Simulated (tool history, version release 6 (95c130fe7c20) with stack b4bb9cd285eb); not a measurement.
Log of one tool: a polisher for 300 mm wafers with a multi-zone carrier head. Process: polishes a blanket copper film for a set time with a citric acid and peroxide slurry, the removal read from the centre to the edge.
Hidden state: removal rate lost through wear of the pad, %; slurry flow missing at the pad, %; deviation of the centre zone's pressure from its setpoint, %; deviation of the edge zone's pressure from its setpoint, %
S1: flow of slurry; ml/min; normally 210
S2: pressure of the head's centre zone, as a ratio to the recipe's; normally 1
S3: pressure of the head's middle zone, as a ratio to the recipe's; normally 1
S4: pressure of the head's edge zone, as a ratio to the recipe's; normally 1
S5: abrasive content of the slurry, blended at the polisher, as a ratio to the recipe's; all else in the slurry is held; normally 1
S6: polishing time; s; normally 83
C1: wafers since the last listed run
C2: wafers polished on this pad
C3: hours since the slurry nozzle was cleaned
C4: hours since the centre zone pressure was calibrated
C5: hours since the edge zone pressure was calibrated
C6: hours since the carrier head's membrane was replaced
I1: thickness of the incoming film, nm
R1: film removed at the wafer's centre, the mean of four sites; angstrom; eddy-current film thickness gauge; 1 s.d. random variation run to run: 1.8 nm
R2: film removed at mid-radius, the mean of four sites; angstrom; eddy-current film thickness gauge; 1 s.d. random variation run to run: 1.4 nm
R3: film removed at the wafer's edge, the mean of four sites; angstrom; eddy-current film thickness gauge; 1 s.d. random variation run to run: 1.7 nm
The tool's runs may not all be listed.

run,day,S1,S2,S3,S4,S5,S6,C1,C2,C3,C4,C5,C6,I1,R1,R2,R3
1,0,210,1,1,1,1,83,0,506,494.4,1357.8,617.6,1128,1251.7,1747,1758,1828
2,0.412,210,1,1,1,1,83,87,594,504.3,1367.7,627.5,1137.9,1243.1,1751,1761,1824
3,0.862,210,1,1,1,1,83,95,690,515.1,1378.5,638.3,1148.7,1231.9,1741,1751,1833
4,1.35,210,1,1,1,1,83,103,793,526.8,1390.2,650,1160.4,1231.3,1748,1729,1827
5,1.858,210,1,1,1,1,83,107,901,539,1402.4,662.2,1172.6,1230.5,1777,1754,1815
6,2.142,210,1,1,1,1,83,60,961,545.8,1409.2,669,1179.4,1248.8,1737,1760,1846
7,2.512,150,1,1,1,1,83,78,1040,554.7,1418.1,677.9,1188.3,1248,1544,1574,1699
8,2.971,150,1,1,1,1,83,97,1137,565.7,1429.1,688.9,1199.3,1258,1534,1561,1685
9,3.296,210,1,1.06,1.06,1.25,83,69,1206,573.5,1436.9,696.7,1207.1,1236,1819,1924,1920
# day 3.812: worn pad replaced by a new one
# day 3.942: carrier head's membrane replaced by a new one
10,3.962,210,0.96,0.91,1,1.15,83,78,4,589.5,1452.9,712.7,0.5,1227.5,1731,1680,1897
# day 4.333: slurry nozzle cleaned
11,4.388,170,1,1,1,0.9,83,81,85,1.3,1463.1,722.9,10.7,1240,1844,1844,1890
# day 4.558: centre zone pressure recalibrated
12,4.7,210,1.07,0.9,0.9,1,94,48,134,8.8,3.4,730.4,18.2,1237.1,2406,2002,2172
# day 5.092: edge zone pressure recalibrated
13,5.262,210,1.09,0.9,1,1.15,83,101,236,22.3,16.9,4.1,31.7,1247.4,2221,1847,2028
14,5.933,210,0.93,1,1,1,83,142,378,38.4,33,20.2,47.8,1241.5,1795,1922,1935
15,6.65,210,1,1,0.92,0.8,83,152,530,55.6,50.2,37.4,65,1221.7,1854,1832,1796
16,7.142,210,1,1,1,1,83,104,635,67.4,62,49.2,76.8,1223.9,1947,1933,1955
17,7.504,210,1.09,1,0.96,1,83,76,712,76.1,70.7,57.9,85.5,1252.8,2103,1914,1940

Run-by-run hidden state of the tool:
removal rate lost through wear of the pad, %: 0 across all the runs
deviation of the centre zone's pressure from its setpoint, %: 0 across all the runs
deviation of the edge zone's pressure from its setpoint, %: 0 across all the runs
H1: slurry flow missing at the pad, %
run,H1
1,40.8
2,41
3,41.1
4,41.3
5,41.4
6,41.5
7,41.6
8,41.7
9,41.8
10,41.9
11,0.382
12,2.12
13,5.08
14,8.32
15,11.5
16,13.5
17,14.8

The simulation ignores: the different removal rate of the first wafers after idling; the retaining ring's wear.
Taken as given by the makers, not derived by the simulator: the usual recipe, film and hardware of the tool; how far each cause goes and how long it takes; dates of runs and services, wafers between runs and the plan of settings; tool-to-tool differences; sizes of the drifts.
